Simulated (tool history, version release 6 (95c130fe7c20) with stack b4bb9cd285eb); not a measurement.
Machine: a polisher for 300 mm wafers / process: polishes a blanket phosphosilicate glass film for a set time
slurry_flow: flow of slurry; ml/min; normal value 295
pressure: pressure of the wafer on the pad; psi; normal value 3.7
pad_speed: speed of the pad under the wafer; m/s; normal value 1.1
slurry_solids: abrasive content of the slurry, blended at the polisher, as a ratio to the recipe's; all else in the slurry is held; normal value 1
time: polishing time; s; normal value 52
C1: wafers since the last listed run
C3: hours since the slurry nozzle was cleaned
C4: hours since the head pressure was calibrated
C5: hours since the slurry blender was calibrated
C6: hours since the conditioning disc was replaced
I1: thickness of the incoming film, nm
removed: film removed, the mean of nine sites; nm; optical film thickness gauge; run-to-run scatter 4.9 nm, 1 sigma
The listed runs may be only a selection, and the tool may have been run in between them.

{"run": 1, "hour": 0.0, "slurry_flow": 295, "pressure": 3.7, "pad_speed": 1.1, "slurry_solids": 1, "time": 52, "C1": 0, "wafers polished on this pad": 1202, "C3": 224.2, "C4": 440.8, "C5": 255, "C6": 171.2, "I1": 4016.8, "removed": 534.7}
{"hour": 1.9, "done": "worn pad replaced by a new one"}
{"run": 2, "hour": 16.3, "slurry_flow": 295, "pressure": 3.7, "pad_speed": 1.1, "slurry_solids": 1, "time": 52, "C1": 192, "wafers polished on this pad": 192, "C3": 240.5, "C4": 457.1, "C5": 271.3, "C6": 187.5, "I1": 3976.9, "removed": 537}
{"run": 3, "hour": 32.8, "slurry_flow": 295, "pressure": 3.7, "pad_speed": 1.1, "slurry_solids": 1, "time": 52, "C1": 220, "wafers polished on this pad": 412, "C3": 257, "C4": 473.6, "C5": 287.8, "C6": 204, "I1": 3989.7, "removed": 544.7}
{"run": 4, "hour": 49.9, "slurry_flow": 295, "pressure": 3.7, "pad_speed": 1.4, "slurry_solids": 0.9, "time": 52, "C1": 228, "wafers polished on this pad": 641, "C3": 274.1, "C4": 490.7, "C5": 304.9, "C6": 221.1, "I1": 3976.1, "removed": 629.6}
{"run": 5, "hour": 62.9, "slurry_flow": 295, "pressure": 3.7, "pad_speed": 1.4, "slurry_solids": 0.9, "time": 52, "C1": 173, "wafers polished on this pad": 815, "C3": 287.1, "C4": 503.7, "C5": 317.9, "C6": 234.1, "I1": 3956.8, "removed": 625}
{"run": 6, "hour": 80.5, "slurry_flow": 295, "pressure": 3.7, "pad_speed": 1.1, "slurry_solids": 1, "time": 52, "C1": 235, "wafers polished on this pad": 1050, "C3": 304.7, "C4": 521.3, "C5": 335.5, "C6": 251.7, "I1": 3992.1, "removed": 531.2}
{"run": 7, "hour": 88.3, "slurry_flow": 295, "pressure": 3.7, "pad_speed": 1.1, "slurry_solids": 1, "time": 52, "C1": 104, "wafers polished on this pad": 1154, "C3": 312.5, "C4": 529.1, "C5": 343.3, "C6": 259.5, "I1": 4044.3, "removed": 529.3}
{"run": 8, "hour": 98.4, "slurry_flow": 295, "pressure": 3.7, "pad_speed": 1.1, "slurry_solids": 1, "time": 52, "C1": 134, "wafers polished on this pad": 1289, "C3": 322.6, "C4": 539.2, "C5": 353.4, "C6": 269.6, "I1": 3934.5, "removed": 542.3}
{"hour": 105.1, "done": "worn pad replaced by a new one"}
{"hour": 112.8, "done": "slurry nozzle cleaned"}
{"run": 9, "hour": 115.4, "slurry_flow": 295, "pressure": 3.7, "pad_speed": 1.1, "slurry_solids": 1, "time": 52, "C1": 160, "wafers polished on this pad": 123, "C3": 2.6, "C4": 556.2, "C5": 370.4, "C6": 286.6, "I1": 3934.5, "removed": 535.1}
{"hour": 128.6, "done": "conditioning disc replaced and pad reconditioned"}
{"run": 10, "hour": 132.1, "slurry_flow": 295, "pressure": 3.7, "pad_speed": 1.1, "slurry_solids": 1, "time": 52, "C1": 196, "wafers polished on this pad": 320, "C3": 19.3, "C4": 572.9, "C5": 387.1, "C6": 3.5, "I1": 3925.3, "removed": 539.4}
{"run": 11, "hour": 147.2, "slurry_flow": 295, "pressure": 3.7, "pad_speed": 1.1, "slurry_solids": 1, "time": 52, "C1": 201, "wafers polished on this pad": 521, "C3": 34.4, "C4": 588, "C5": 402.2, "C6": 18.6, "I1": 4019.6, "removed": 544.6}
{"run": 12, "hour": 158.7, "slurry_flow": 295, "pressure": 3.7, "pad_speed": 1.1, "slurry_solids": 1, "time": 52, "C1": 153, "wafers polished on this pad": 675, "C3": 45.9, "C4": 599.5, "C5": 413.7, "C6": 30.1, "I1": 3966.8, "removed": 537.4}
{"run": 13, "hour": 168.4, "slurry_flow": 325, "pressure": 3.7, "pad_speed": 1.22, "slurry_solids": 0.75, "time": 37, "C1": 129, "wafers polished on this pad": 805, "C3": 55.6, "C4": 609.2, "C5": 423.4, "C6": 39.8, "I1": 3979.6, "removed": 380.7}
{"run": 14, "hour": 174.9, "slurry_flow": 295, "pressure": 3.7, "pad_speed": 0.9, "slurry_solids": 1, "time": 52, "C1": 86, "wafers polished on this pad": 891, "C3": 62.1, "C4": 615.7, "C5": 429.9, "C6": 46.3, "I1": 3963.6, "removed": 452.6}
{"hour": 182.2, "done": "slurry blender recalibrated"}
{"run": 15, "hour": 187.4, "slurry_flow": 295, "pressure": 3.7, "pad_speed": 1.1, "slurry_solids": 1, "time": 52, "C1": 140, "wafers polished on this pad": 1032, "C3": 74.6, "C4": 628.2, "C5": 5.2, "C6": 58.8, "I1": 4003.3, "removed": 541.1}
{"hour": 194.9, "done": "head pressure recalibrated"}
{"hour": 199.5, "done": "worn pad replaced by a new one"}
{"run": 16, "hour": 200.8, "slurry_flow": 295, "pressure": 3.7, "pad_speed": 1.1, "slurry_solids": 0.8, "time": 52, "C1": 98, "wafers polished on this pad": 17, "C3": 88, "C4": 5.9, "C5": 18.6, "C6": 72.2, "I1": 4008, "removed": 552.4}
{"run": 17, "hour": 212.4, "slurry_flow": 295, "pressure": 3.7, "pad_speed": 1.1, "slurry_solids": 1, "time": 52, "C1": 154, "wafers polished on this pad": 172, "C3": 99.6, "C4": 17.5, "C5": 30.2, "C6": 83.8, "I1": 3914.9, "removed": 588.9}
{"run": 18, "hour": 222.4, "slurry_flow": 295, "pressure": 3.7, "pad_speed": 0.84, "slurry_solids": 1, "time": 61, "C1": 133, "wafers polished on this pad": 305, "C3": 109.6, "C4": 27.5, "C5": 40.2, "C6": 93.8, "I1": 4006.7, "removed": 558.5}
{"run": 19, "hour": 239.7, "slurry_flow": 295, "pressure": 3.7, "pad_speed": 1.1, "slurry_solids": 1, "time": 52, "C1": 231, "wafers polished on this pad": 536, "C3": 126.9, "C4": 44.8, "C5": 57.5, "C6": 111.1, "I1": 4004.2, "removed": 577}
{"run": 20, "hour": 252.8, "slurry_flow": 295, "pressure": 3.7, "pad_speed": 1.1, "slurry_solids": 1, "time": 69, "C1": 175, "wafers polished on this pad": 711, "C3": 140, "C4": 57.9, "C5": 70.6, "C6": 124.2, "I1": 3991.8, "removed": 759.2}
{"run": 21, "hour": 267.8, "slurry_flow": 220, "pressure": 3.7, "pad_speed": 1.1, "slurry_solids": 1.25, "time": 60, "C1": 200, "wafers polished on this pad": 912, "C3": 155, "C4": 72.9, "C5": 85.6, "C6": 139.2, "I1": 3930.5, "removed": 701.9}
{"run": 22, "hour": 276.3, "slurry_flow": 190, "pressure": 3.7, "pad_speed": 1.2, "slurry_solids": 1.25, "time": 52, "C1": 113, "wafers polished on this pad": 1025, "C3": 163.5, "C4": 81.4, "C5": 94.1, "C6": 147.7, "I1": 3956.9, "removed": 632.1}
{"run": 23, "hour": 285.1, "slurry_flow": 330, "pressure": 2.6, "pad_speed": 1.26, "slurry_solids": 0.75, "time": 52, "C1": 117, "wafers polished on this pad": 1143, "C3": 172.3, "C4": 90.2, "C5": 102.9, "C6": 156.5, "I1": 3959.3, "removed": 468}
{"run": 24, "hour": 302.5, "slurry_flow": 295, "pressure": 3.7, "pad_speed": 0.86, "slurry_solids": 1, "time": 52, "C1": 232, "wafers polished on this pad": 1375, "C3": 189.7, "C4": 107.6, "C5": 120.3, "C6": 173.9, "I1": 3949.3, "removed": 467.5}
{"run": 25, "hour": 312.4, "slurry_flow": 295, "pressure": 3.7, "pad_speed": 1.1, "slurry_solids": 0.75, "time": 52, "C1": 132, "wafers polished on this pad": 1508, "C3": 199.6, "C4": 117.5, "C5": 130.2, "C6": 183.8, "I1": 4016.9, "removed": 519}

3 ways to go on from here, each from the tool as it stands after run 25. What would each give?
{"run": "A", "hour": 312.8, "slurry_flow": 295, "pressure": 3.7, "pad_speed": 1.1, "slurry_solids": 1, "time": 66, "C1": 5, "wafers polished on this pad": 1513, "C3": 200, "C4": 117.9, "C5": 130.6, "C6": 184.2, "I1": 3964.3, "removed": "?"}
{"run": "B", "hour": 312.8, "slurry_flow": 225, "pressure": 3.2, "pad_speed": 1.1, "slurry_solids": 0.85, "time": 52, "C1": 5, "wafers polished on this pad": 1513, "C3": 200, "C4": 117.9, "C5": 130.6, "C6": 184.2, "I1": 3964.3, "removed": "?"}
{"run": "C", "hour": 312.8, "slurry_flow": 255, "pressure": 3.7, "pad_speed": 0.76, "slurry_solids": 1.25, "time": 44, "C1": 5, "wafers polished on this pad": 1513, "C3": 200, "C4": 117.9, "C5": 130.6, "C6": 184.2, "I1": 3964.3, "removed": "?"}

run=A removed=715.4
run=B removed=467.3
run=C removed=377.8
Without the tool's hidden state the same runs would have given:
run=A removed=734.7
run=B removed=479.8
run=C removed=388

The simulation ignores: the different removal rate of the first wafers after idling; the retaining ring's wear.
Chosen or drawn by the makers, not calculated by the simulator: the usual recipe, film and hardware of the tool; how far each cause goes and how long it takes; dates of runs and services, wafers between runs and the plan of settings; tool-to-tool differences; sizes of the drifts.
